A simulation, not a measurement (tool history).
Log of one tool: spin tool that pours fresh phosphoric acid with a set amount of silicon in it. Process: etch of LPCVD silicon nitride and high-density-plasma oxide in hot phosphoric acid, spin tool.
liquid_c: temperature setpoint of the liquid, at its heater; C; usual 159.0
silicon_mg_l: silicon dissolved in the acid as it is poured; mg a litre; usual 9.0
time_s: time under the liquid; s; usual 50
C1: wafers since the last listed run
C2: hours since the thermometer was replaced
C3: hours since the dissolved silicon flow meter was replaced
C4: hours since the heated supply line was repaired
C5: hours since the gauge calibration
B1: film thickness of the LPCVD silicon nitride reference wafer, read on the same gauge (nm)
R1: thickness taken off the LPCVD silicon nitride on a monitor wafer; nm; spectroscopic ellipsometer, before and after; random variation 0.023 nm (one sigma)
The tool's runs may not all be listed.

{"run": 1, "hour": 0.0, "liquid_c": 159.0, "silicon_mg_l": 9.0, "time_s": 50, "C1": 0, "C2": 798.9, "C3": 208.7, "C4": 1159.9, "C5": 1324.7, "B1": 89.997, "R1": 4.164}
{"run": 2, "hour": 37.8, "liquid_c": 159.0, "silicon_mg_l": 9.0, "time_s": 50, "C1": 557, "C2": 836.7, "C3": 246.5, "C4": 1197.7, "C5": 1362.5, "B1": 89.939, "R1": 4.148}
{"run": 3, "hour": 62.9, "liquid_c": 158.0, "silicon_mg_l": 13.5, "time_s": 50, "C1": 370, "C2": 861.8, "C3": 271.6, "C4": 1222.8, "C5": 1387.6, "B1": 90.061, "R1": 4.008}
{"hour": 72.1, "done": "gauge calibrated"}
{"run": 4, "hour": 133.2, "liquid_c": 156.5, "silicon_mg_l": 9.0, "time_s": 35, "C1": 1036, "C2": 932.1, "C3": 341.9, "C4": 1293.1, "C5": 61.1, "B1": 90.006, "R1": 2.651}
{"run": 5, "hour": 176.2, "liquid_c": 160.5, "silicon_mg_l": 9.0, "time_s": 50, "C1": 634, "C2": 975.1, "C3": 384.9, "C4": 1336.1, "C5": 104.1, "B1": 90.013, "R1": 4.368}
{"run": 6, "hour": 219.9, "liquid_c": 159.0, "silicon_mg_l": 9.0, "time_s": 35, "C1": 644, "C2": 1018.8, "C3": 428.6, "C4": 1379.8, "C5": 147.8, "B1": 89.997, "R1": 2.859}
{"hour": 231.9, "done": "thermometer replaced"}
{"run": 7, "hour": 250.6, "liquid_c": 159.0, "silicon_mg_l": 9.0, "time_s": 35, "C1": 438, "C2": 18.7, "C3": 459.3, "C4": 1410.5, "C5": 178.5, "B1": 89.988, "R1": 3.067}
{"run": 8, "hour": 285.5, "liquid_c": 160.0, "silicon_mg_l": 9.0, "time_s": 50, "C1": 514, "C2": 53.6, "C3": 494.2, "C4": 1445.4, "C5": 213.4, "B1": 90.009, "R1": 4.477}
{"hour": 303.7, "done": "dissolved silicon flow meter replaced"}
{"run": 9, "hour": 444.4, "liquid_c": 159.0, "silicon_mg_l": 7.5, "time_s": 30, "C1": 2329, "C2": 212.5, "C3": 140.7, "C4": 1604.3, "C5": 372.3, "B1": 90.002, "R1": 2.601}
{"hour": 462.3, "done": "heated supply line repaired"}
{"run": 10, "hour": 482.4, "liquid_c": 159.0, "silicon_mg_l": 9.0, "time_s": 30, "C1": 545, "C2": 250.5, "C3": 178.7, "C4": 20.1, "C5": 410.3, "B1": 90.03, "R1": 2.557}
{"run": 11, "hour": 507.3, "liquid_c": 160.5, "silicon_mg_l": 12.0, "time_s": 25, "C1": 367, "C2": 275.4, "C3": 203.6, "C4": 45.0, "C5": 435.2, "B1": 89.999, "R1": 2.255}
{"run": 12, "hour": 570.2, "liquid_c": 159.0, "silicon_mg_l": 9.0, "time_s": 50, "C1": 927, "C2": 338.3, "C3": 266.5, "C4": 107.9, "C5": 498.1, "B1": 89.982, "R1": 4.283}
{"run": 13, "hour": 628.2, "liquid_c": 161.0, "silicon_mg_l": 9.0, "time_s": 50, "C1": 855, "C2": 396.3, "C3": 324.5, "C4": 165.9, "C5": 556.1, "B1": 90.012, "R1": 4.581}
{"run": 14, "hour": 697.2, "liquid_c": 161.5, "silicon_mg_l": 9.0, "time_s": 65, "C1": 1017, "C2": 465.3, "C3": 393.5, "C4": 234.9, "C5": 625.1, "B1": 90.041, "R1": 5.992}
{"run": 15, "hour": 752.0, "liquid_c": 162.0, "silicon_mg_l": 14.5, "time_s": 70, "C1": 808, "C2": 520.1, "C3": 448.3, "C4": 289.7, "C5": 679.9, "B1": 89.976, "R1": 6.539}
{"run": 16, "hour": 785.7, "liquid_c": 161.0, "silicon_mg_l": 2.0, "time_s": 50, "C1": 497, "C2": 553.8, "C3": 482.0, "C4": 323.4, "C5": 713.6, "B1": 89.991, "R1": 4.559}
{"run": 17, "hour": 838.1, "liquid_c": 156.5, "silicon_mg_l": 9.0, "time_s": 50, "C1": 772, "C2": 606.2, "C3": 534.4, "C4": 375.8, "C5": 766.0, "B1": 89.979, "R1": 3.875}
{"hour": 840.4, "done": "dissolved silicon flow meter replaced"}
{"run": 18, "hour": 877.9, "liquid_c": 157.0, "silicon_mg_l": 11.0, "time_s": 75, "C1": 572, "C2": 646.0, "C3": 37.5, "C4": 415.6, "C5": 805.8, "B1": 89.992, "R1": 5.861}
{"run": 19, "hour": 906.1, "liquid_c": 159.0, "silicon_mg_l": 9.0, "time_s": 50, "C1": 415, "C2": 674.2, "C3": 65.7, "C4": 443.8, "C5": 834.0, "B1": 90.015, "R1": 4.158}
{"run": 20, "hour": 950.9, "liquid_c": 162.0, "silicon_mg_l": 9.0, "time_s": 65, "C1": 660, "C2": 719.0, "C3": 110.5, "C4": 488.6, "C5": 878.8, "B1": 90.028, "R1": 6.035}
{"run": 21, "hour": 1010.2, "liquid_c": 158.0, "silicon_mg_l": 13.5, "time_s": 30, "C1": 874, "C2": 778.3, "C3": 169.8, "C4": 547.9, "C5": 938.1, "B1": 89.987, "R1": 2.397}
{"hour": 1024.6, "done": "thermometer replaced"}
{"run": 22, "hour": 1057.6, "liquid_c": 159.0, "silicon_mg_l": 9.0, "time_s": 50, "C1": 684, "C2": 33.0, "C3": 217.2, "C4": 595.3, "C5": 985.5, "B1": 89.976, "R1": 4.407}

Forecast each of these 3 alternatives for the next run:
{"run": "A", "hour": 1058.0, "liquid_c": 159.0, "silicon_mg_l": 9.0, "time_s": 50, "C1": 5, "C2": 33.4, "C3": 217.6, "C4": 595.7, "C5": 985.9, "B1": "?", "R1": "?"}
{"run": "B", "hour": 1058.0, "liquid_c": 161.0, "silicon_mg_l": 5.0, "time_s": 70, "C1": 5, "C2": 33.4, "C3": 217.6, "C4": 595.7, "C5": 985.9, "B1": "?", "R1": "?"}
{"run": "C", "hour": 1058.0, "liquid_c": 157.5, "silicon_mg_l": 5.5, "time_s": 50, "C1": 5, "C2": 33.4, "C3": 217.6, "C4": 595.7, "C5": 985.9, "B1": "?", "R1": "?"}

run=A B1=90.035 R1=4.426
run=B B1=90.035 R1=6.627
run=C B1=90.035 R1=4.206
Without the tool's hidden state the same runs would have given:
run=A R1=4.447
run=B R1=6.658
run=C R1=4.226

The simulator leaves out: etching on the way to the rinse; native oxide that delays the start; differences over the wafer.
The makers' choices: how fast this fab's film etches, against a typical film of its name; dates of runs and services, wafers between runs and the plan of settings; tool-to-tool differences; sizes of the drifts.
